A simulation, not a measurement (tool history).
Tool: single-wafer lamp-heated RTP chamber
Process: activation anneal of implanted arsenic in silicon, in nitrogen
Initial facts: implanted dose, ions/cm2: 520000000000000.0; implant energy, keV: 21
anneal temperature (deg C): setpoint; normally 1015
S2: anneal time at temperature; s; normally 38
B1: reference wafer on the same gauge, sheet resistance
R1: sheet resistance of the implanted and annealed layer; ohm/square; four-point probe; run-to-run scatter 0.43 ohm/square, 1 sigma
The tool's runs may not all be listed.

run 1 hour=0 | anneal_temperature_(deg_C)=1015 S2=38 | B1=225.84 | R1=194.7
run 2 hour=107.6 | anneal_temperature_(deg_C)=1015 S2=38 | B1=226.01 | R1=194.27
run 3 hour=181 | anneal_temperature_(deg_C)=1015 S2=38 | B1=225.83 | R1=193.51
-- hour=271.6 pyrometer window cleaned and pyrometer calibrated
-- hour=308.8 reflector plate cleaned
run 4 hour=309.3 | anneal_temperature_(deg_C)=1015 S2=38 | B1=226.05 | R1=195.49
run 5 hour=381.5 | anneal_temperature_(deg_C)=1015 S2=38 | B1=226.07 | R1=195.15
run 6 hour=418.9 | anneal_temperature_(deg_C)=1015 S2=38 | B1=225.9 | R1=194.97
run 7 hour=459.8 | anneal_temperature_(deg_C)=1015 S2=38 | B1=226.01 | R1=194.18
run 8 hour=513.3 | anneal_temperature_(deg_C)=1025 S2=38 | B1=226.13 | R1=192.82
run 9 hour=570.1 | anneal_temperature_(deg_C)=1015 S2=51 | B1=225.9 | R1=192.61
-- hour=635.7 pyrometer window cleaned and pyrometer calibrated
run 10 hour=636.2 | anneal_temperature_(deg_C)=1015 S2=51 | B1=225.8 | R1=192.6
run 11 hour=734.4 | anneal_temperature_(deg_C)=993 S2=17 | B1=226.13 | R1=201.71
run 12 hour=841.6 | anneal_temperature_(deg_C)=988 S2=51 | B1=225.88 | R1=195.56
-- hour=863.7 reflector plate cleaned
run 13 hour=1002.9 | anneal_temperature_(deg_C)=1005 S2=38 | B1=226 | R1=197.02

What will run 14 give?
run 14 hour=1050 | anneal_temperature_(deg_C)=1015 S2=38 | B1=? | R1=?

Run 14 yielded B1 225.75, R1 194.53 ohm/square.
With the hidden condition absent and the run-to-run variation left alone, this run would have shown R1 195.02 ohm/square.
